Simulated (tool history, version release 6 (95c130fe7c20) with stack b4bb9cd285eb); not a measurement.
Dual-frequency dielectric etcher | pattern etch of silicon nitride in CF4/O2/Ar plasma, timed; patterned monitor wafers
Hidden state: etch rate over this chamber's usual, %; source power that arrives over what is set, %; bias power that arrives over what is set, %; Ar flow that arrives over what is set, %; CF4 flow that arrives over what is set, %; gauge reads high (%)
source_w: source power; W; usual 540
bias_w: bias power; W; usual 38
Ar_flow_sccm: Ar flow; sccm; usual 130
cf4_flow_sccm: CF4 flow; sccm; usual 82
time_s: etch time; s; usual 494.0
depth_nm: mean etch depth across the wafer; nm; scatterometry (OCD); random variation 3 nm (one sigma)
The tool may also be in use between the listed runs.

run   hour  source_w  bias_w  Ar_flow_sccm  cf4_flow_sccm  time_s  wafers since the last listed run  hours since the last wet clean  hours since the last source power generator calibration  hours since the last bias power generator calibration  hours since the last Ar flow controller change  hours since the last CF4 flow controller change  hours since the last upper electrode change  hours since the gauge calibration  read-back reference wafer on the same gauge, depth_nm  depth_nm
  1    0.0       540      38           130             82   494.0                                 0                           189.2                                                   4319.7                                                 2524.8                                          5275.5                                           1442.9                                       5698.3                              845.6                                                 1048.9     887.7
      56.3  -- upper electrode replaced
  2   68.6       540      38           130             82   494.0                               122                           257.8                                                   4388.3                                                 2593.4                                          5344.1                                           1511.5                                         12.3                              914.2                                                 1048.8     895.1
  3  104.6       540      38           130             82   494.0                                99                           293.8                                                   4424.3                                                 2629.4                                          5380.1                                           1547.5                                         48.3                              950.2                                                 1049.3     893.7
  4  136.1       540      38           123             82   455.5                                86                           325.3                                                   4455.8                                                 2660.9                                          5411.6                                           1579.0                                         79.8                              981.7                                                 1049.0     832.9
     147.7  -- bias power generator calibrated
  5  161.1       540      38           123             82   455.5                                57                           350.3                                                   4480.8                                                   13.4                                          5436.6                                           1604.0                                        104.8                             1006.7                                                 1049.2     832.4
     199.9  -- wet clean of the chamber
  6  209.4       540      38           123             82   455.5                                66                             9.5                                                   4529.1                                                   61.7                                          5484.9                                           1652.3                                        153.1                             1055.0                                                 1049.3     819.5
  7  247.6       540      36           130             82   494.0                               105                            47.7                                                   4567.3                                                   99.9                                          5523.1                                           1690.5                                        191.3                             1093.2                                                 1049.1     876.4
  8  274.6       580      44           160             82   640.0                                74                            74.7                                                   4594.3                                                  126.9                                          5550.1                                           1717.5                                        218.3                             1120.2                                                 1049.9    1194.3
  9  307.0       540      28           148             91   494.0                                89                           107.1                                                   4626.7                                                  159.3                                          5582.5                                           1749.9                                        250.7                             1152.6                                                 1048.7     832.0
     334.2  -- source power generator calibrated
 10  355.0       540      38           130             82   494.0                               121                           155.1                                                     20.8                                                  207.3                                          5630.5                                           1797.9                                        298.7                             1200.6                                                 1049.0     887.5
 11  426.9       540      43           159             82   427.0                               198                           227.0                                                     92.7                                                  279.2                                          5702.4                                           1869.8                                        370.6                             1272.5                                                 1049.6     772.6
 12  480.3       540      35           130             82   494.0                               147                           280.4                                                    146.1                                                  332.6                                          5755.8                                           1923.2                                        424.0                             1325.9                                                 1049.5     882.3

Forecast run 13:
 13  506.4       540      41           130             82   494.0                                71                           306.5                                                    172.2                                                  358.7                                          5781.9                                           1949.3                                        450.1                             1352.0                                                      ?         ?

read-back reference wafer on the same gauge, depth_nm: 1049.1
depth_nm: 906.1 nm
Without the tool's hidden state the same run would have given depth_nm 897.3 nm.
